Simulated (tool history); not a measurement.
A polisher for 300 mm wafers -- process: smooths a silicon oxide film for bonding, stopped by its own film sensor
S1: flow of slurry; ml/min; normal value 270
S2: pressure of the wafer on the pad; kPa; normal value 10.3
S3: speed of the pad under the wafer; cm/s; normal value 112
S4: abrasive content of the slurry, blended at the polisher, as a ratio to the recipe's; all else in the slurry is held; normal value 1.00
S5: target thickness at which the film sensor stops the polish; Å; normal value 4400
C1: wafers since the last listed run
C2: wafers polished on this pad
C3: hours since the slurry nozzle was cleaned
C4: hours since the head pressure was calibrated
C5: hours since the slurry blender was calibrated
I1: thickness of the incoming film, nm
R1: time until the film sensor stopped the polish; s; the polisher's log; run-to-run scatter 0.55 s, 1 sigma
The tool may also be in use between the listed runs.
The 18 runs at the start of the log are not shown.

run 19 hour=1483.6 | S1=270 S2=10.3 S3=112 S4=0.85 S5=4400 | C1=311 C2=2052 C3=79.6 C4=381.4 C5=372.2 | I1=481.6 | R1=81.4
run 20 hour=1547.8 | S1=190 S2=9.7 S3=86 S4=1.30 S5=4400 | C1=432 C2=2485 C3=143.8 C4=445.6 C5=436.4 | I1=477.5 | R1=87.2
-- hour=1557.3 head pressure recalibrated
run 21 hour=1629.8 | S1=270 S2=10.3 S3=112 S4=1.00 S5=4400 | C1=538 C2=3023 C3=225.8 C4=72.5 C5=518.4 | I1=473.0 | R1=62.6
-- hour=1668.3 slurry blender recalibrated
run 22 hour=1703.7 | S1=205 S2=10.3 S3=112 S4=1.00 S5=4400 | C1=484 C2=3507 C3=299.7 C4=146.4 C5=35.4 | I1=476.8 | R1=65.9
run 23 hour=1751.5 | S1=270 S2=10.3 S3=100 S4=1.20 S5=4400 | C1=321 C2=3829 C3=347.5 C4=194.2 C5=83.2 | I1=476.3 | R1=63.6
-- hour=1775.9 worn pad replaced by a new one
run 24 hour=1816.1 | S1=270 S2=10.3 S3=112 S4=1.00 S5=4460 | C1=407 C2=270 C3=412.1 C4=258.8 C5=147.8 | I1=475.1 | R1=50.6
run 25 hour=1892.0 | S1=180 S2=10.3 S3=112 S4=1.00 S5=4400 | C1=510 C2=781 C3=488.0 C4=334.7 C5=223.7 | I1=476.9 | R1=69.9
-- hour=1910.2 slurry nozzle cleaned
run 26 hour=1974.5 | S1=180 S2=13.1 S3=112 S4=1.00 S5=4350 | C1=548 C2=1330 C3=64.3 C4=417.2 C5=306.2 | I1=478.4 | R1=65.7
-- hour=2030.5 head pressure recalibrated
run 27 hour=2068.1 | S1=195 S2=10.3 S3=112 S4=1.10 S5=4490 | C1=616 C2=1946 C3=157.9 C4=37.6 C5=399.8 | I1=478.1 | R1=54.1
-- hour=2164.9 slurry blender recalibrated
run 28 hour=2168.5 | S1=270 S2=13.1 S3=112 S4=1.00 S5=4400 | C1=662 C2=2609 C3=258.3 C4=138.0 C5=3.6 | I1=485.2 | R1=61.0
run 29 hour=2256.3 | S1=270 S2=13.1 S3=82 S4=1.00 S5=4400 | C1=591 C2=3200 C3=346.1 C4=225.8 C5=91.4 | I1=478.1 | R1=67.5
-- hour=2277.2 worn pad replaced by a new one
run 30 hour=2340.2 | S1=270 S2=10.3 S3=112 S4=1.00 S5=4400 | C1=537 C2=423 C3=430.0 C4=309.7 C5=175.3 | I1=477.5 | R1=66.7

3 ways to go on from here, each from the tool as it stands after run 30. What would each give?
run A hour=2340.6 | S1=270 S2=10.3 S3=112 S4=1.00 S5=4510 | C1=2 C2=426 C3=430.4 C4=310.1 C5=175.7 | I1=479.4 | R1=?
run B hour=2340.6 | S1=270 S2=10.3 S3=94 S4=1.00 S5=4400 | C1=2 C2=426 C3=430.4 C4=310.1 C5=175.7 | I1=479.4 | R1=?
run C hour=2340.6 | S1=270 S2=8.3 S3=112 S4=1.00 S5=4510 | C1=2 C2=426 C3=430.4 C4=310.1 C5=175.7 | I1=479.4 | R1=?

run=A R1=50.4
run=B R1=80.4
run=C R1=63.0
With the hidden condition removed and each run's random variation left untouched, the same runs would have given:
run=A R1=48.6
run=B R1=77.6
run=C R1=60.8
